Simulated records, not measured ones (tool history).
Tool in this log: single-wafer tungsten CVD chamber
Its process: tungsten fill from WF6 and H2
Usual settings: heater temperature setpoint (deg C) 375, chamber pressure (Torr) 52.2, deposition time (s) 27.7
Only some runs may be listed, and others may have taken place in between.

run,hour,heater temperature setpoint (deg C),chamber pressure (Torr),deposition time (s),wafers since the last listed run,hours since the last thermocouple change,hours since the last manometer calibration,hours since the showerhead was replaced,hours since the gauge calibration,"read-back reference wafer on the same gauge, thickness_nm",mean film thickness on the monitor wafer (nm)
1,0,375,52.2,31.7,0,2564.7,1052.1,3787.9,365.6,78.187,71.568
2,28.4,375,52.2,27.7,723,2593.1,1080.5,3816.3,394,78.221,62.488
3,43.1,375,52.2,27.7,374,2607.8,1095.2,3831,408.7,77.968,62.938
4,62.6,375,52.2,27.7,496,2627.3,1114.7,3850.5,428.2,78.175,62.074
5,79.2,375,58.1,27.7,423,2643.9,1131.3,3867.1,444.8,78.15,65.664
6,113,382,52.2,27.7,861,2677.7,1165.1,3900.9,478.6,78.094,71.267
# hour 124.5: thermocouple changed; heater temperature recalibrated
7,133.4,382,52.2,27.7,316,8.9,1185.5,3921.3,499,78.249,76.015
8,150.8,385,52.2,27.7,443,26.3,1202.9,3938.7,516.4,78.054,79.699
9,183.4,375,52.2,27.7,830,58.9,1235.5,3971.3,549,78.12,66.616
10,201.3,375,52.2,27.7,456,76.8,1253.4,3989.2,566.9,78.129,66.073
11,234,375,52.2,27.7,833,109.5,1286.1,4021.9,599.6,78.183,66.815
12,260.6,375,52.2,27.7,677,136.1,1312.7,4048.5,626.2,78.208,66.474
13,288.1,375,52.2,27.7,700,163.6,1340.2,4076,653.7,78.04,66.844
14,304.3,375,52.2,27.7,412,179.8,1356.4,4092.2,669.9,78.098,66.455
15,321.8,369,48.8,24.8,446,197.3,1373.9,4109.7,687.4,78.197,51.581
16,338.2,375,52.2,27.7,417,213.7,1390.3,4126.1,703.8,78.077,66.352
17,355.1,389,52.2,22.5,430,230.6,1407.2,4143,720.7,77.952,69.399
18,378,375,59.2,24,583,253.5,1430.1,4165.9,743.6,78.013,60.854
19,408.1,375,52.2,29.4,767,283.6,1460.2,4196,773.7,77.975,71.286
20,442.1,375,61.1,31.7,866,317.6,1494.2,4230,807.7,78.066,81.455
21,473.5,375,63.9,27.7,800,349,1525.6,4261.4,839.1,78.111,72.604
22,508.3,367,41.1,31.4,886,383.8,1560.4,4296.2,873.9,78.115,58.912
23,534,375,52.2,30.4,655,409.5,1586.1,4321.9,899.6,78.132,72.948
# hour 548.5: gauge calibrated
24,551.5,382,59.3,25.3,446,427,1603.6,4339.4,3,78.017,72.624
25,571.8,375,55.9,26.2,517,447.3,1623.9,4359.7,23.3,78.143,65.001
26,594.8,385,52.2,30.8,586,470.3,1646.9,4382.7,46.3,78.05,88.925
# hour 606.6: showerhead replaced
# hour 612.2: capacitance manometer re-zeroed and calibrated
27,624.4,382,52.2,27.7,406,499.9,12.2,17.8,75.9,78.249,75.23
28,655.1,375,63.5,25.5,782,530.6,42.9,48.5,106.6,78.1,66.82
29,689.9,375,39.8,27.7,886,565.4,77.7,83.3,141.4,78.094,59.2
30,709.9,375,42.4,27.7,509,585.4,97.7,103.3,161.4,78.177,60.578
31,733.2,375,52.2,27.7,593,608.7,121,126.6,184.7,78.144,66.567
32,765.8,375,42.4,33.2,830,641.3,153.6,159.2,217.3,78.038,73.237
33,796.3,388,41.4,27.7,777,671.8,184.1,189.7,247.8,78.035,76.141
34,812.9,367,59,33.2,423,688.4,200.7,206.3,264.4,78.162,72.161
35,826.7,375,52.2,27.7,351,702.2,214.5,220.1,278.2,77.938,66.633

Here are 3 independent what-if runs from the current tool condition. What would each one return?
A,827.1,375,52.2,23.3,10,702.6,214.9,220.5,278.6,?,?
B,827.1,360,57.8,27.7,10,702.6,214.9,220.5,278.6,?,?
C,827.1,375,40.1,27.7,10,702.6,214.9,220.5,278.6,?,?

run,"read-back reference wafer on the same gauge, thickness_nm",mean film thickness on the monitor wafer (nm)
A,77.982,55.943
B,77.982,52.409
C,77.982,59.411
With the hidden condition removed and each run's random variation left untouched, the same runs would have given:
run,mean film thickness on the monitor wafer (nm)
A,56.539
B,52.998
C,60.044

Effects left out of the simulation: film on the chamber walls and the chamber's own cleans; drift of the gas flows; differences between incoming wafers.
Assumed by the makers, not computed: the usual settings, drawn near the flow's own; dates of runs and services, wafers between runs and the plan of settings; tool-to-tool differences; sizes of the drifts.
